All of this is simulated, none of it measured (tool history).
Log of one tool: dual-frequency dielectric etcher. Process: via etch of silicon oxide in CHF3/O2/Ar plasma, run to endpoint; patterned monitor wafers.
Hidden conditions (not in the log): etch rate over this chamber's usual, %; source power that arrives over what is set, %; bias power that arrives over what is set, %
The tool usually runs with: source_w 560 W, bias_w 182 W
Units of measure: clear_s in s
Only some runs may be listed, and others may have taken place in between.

| run | hour | source_w | bias_w | wafers since the last listed run | hours since the last wet clean | hours since the last source power generator calibration | hours since the last bias power generator calibration | hours since the last upper electrode change | incoming incoming film thickness, nm | clear_s |
|---|---|---|---|---|---|---|---|---|---|---|
| 1 | 0 | 560 | 182 | 0 | 276.5 | 3767.1 | 1592.3 | 4103.1 | 671.4 | 395.3 |
| 2 | 9.4 | 560 | 182 | 59 | 285.9 | 3776.5 | 1601.7 | 4112.5 | 671.1 | 392.7 |
| 3 | 18.1 | 560 | 205 | 55 | 294.6 | 3785.2 | 1610.4 | 4121.2 | 669.3 | 376.7 |
| 4 | 32.4 | 560 | 205 | 91 | 308.9 | 3799.5 | 1624.7 | 4135.5 | 671.2 | 381.3 |
| 5 | 43.3 | 560 | 205 | 69 | 319.8 | 3810.4 | 1635.6 | 4146.4 | 664.7 | 377.6 |
| 6 | 58.8 | 560 | 158 | 98 | 335.3 | 3825.9 | 1651.1 | 4161.9 | 667.3 | 415.1 |
| 7 | 75.6 | 560 | 158 | 107 | 352.1 | 3842.7 | 1667.9 | 4178.7 | 658.6 | 408 |
|  | 100.5 | upper electrode replaced |
| 8 | 101 | 560 | 182 | 8 | 377.5 | 3868.1 | 1693.3 | 0.5 | 665.4 | 397 |
|  | 106.9 | source power generator calibrated |
| 9 | 107.4 | 560 | 182 | 15 | 383.9 | 0.5 | 1699.7 | 6.9 | 667 | 398.1 |
| 10 | 114.6 | 690 | 140 | 45 | 391.1 | 7.7 | 1706.9 | 14.1 | 666.4 | 402.9 |
|  | 143.3 | bias power generator calibrated |
|  | 145.6 | wet clean of the chamber |
| 11 | 146.1 | 470 | 170 | 160 | 0.5 | 39.2 | 2.8 | 45.6 | 662 | 412.1 |
| 12 | 146.5 | 520 | 136 | 2 | 0.9 | 39.6 | 3.2 | 46 | 661.4 | 427 |
| 13 | 146.9 | 690 | 213 | 2 | 1.3 | 40 | 3.6 | 46.4 | 664.3 | 335.1 |
| 14 | 151.8 | 450 | 139 | 31 | 6.2 | 44.9 | 8.5 | 51.3 | 665.7 | 445.3 |
| 15 | 159.9 | 510 | 196 | 51 | 14.3 | 53 | 16.6 | 59.4 | 669.7 | 386.8 |
| 16 | 171.2 | 620 | 182 | 72 | 25.6 | 64.3 | 27.9 | 70.7 | 665.1 | 366.1 |
| 17 | 185.8 | 630 | 196 | 93 | 40.2 | 78.9 | 42.5 | 85.3 | 665.7 | 352.8 |
| 18 | 200.9 | 560 | 205 | 96 | 55.3 | 94 | 57.6 | 100.4 | 671.1 | 365.1 |
| 19 | 213.2 | 560 | 182 | 78 | 67.6 | 106.3 | 69.9 | 112.7 | 670.6 | 384.9 |

Below are 5 alternative next runs, each starting from the tool's condition after run 19. Predict each:
| A | 213.7 | 560 | 182 | 3 | 68.1 | 106.8 | 70.4 | 113.2 | 664.6 | ? |
| B | 213.7 | 610 | 182 | 3 | 68.1 | 106.8 | 70.4 | 113.2 | 664.6 | ? |
| C | 213.7 | 560 | 216 | 3 | 68.1 | 106.8 | 70.4 | 113.2 | 664.6 | ? |
| D | 213.7 | 650 | 217 | 3 | 68.1 | 106.8 | 70.4 | 113.2 | 664.6 | ? |
| E | 213.7 | 440 | 204 | 3 | 68.1 | 106.8 | 70.4 | 113.2 | 664.6 | ? |

| run | clear_s |
|---|---|
| A | 382.1 |
| B | 371 |
| C | 359.5 |
| D | 341.1 |
| E | 397.7 |
Had the tool no hidden state, the same runs would have come out as:
| run | clear_s |
|---|---|
| A | 377 |
| B | 366.1 |
| C | 354.7 |
| D | 336.6 |
| E | 392.5 |

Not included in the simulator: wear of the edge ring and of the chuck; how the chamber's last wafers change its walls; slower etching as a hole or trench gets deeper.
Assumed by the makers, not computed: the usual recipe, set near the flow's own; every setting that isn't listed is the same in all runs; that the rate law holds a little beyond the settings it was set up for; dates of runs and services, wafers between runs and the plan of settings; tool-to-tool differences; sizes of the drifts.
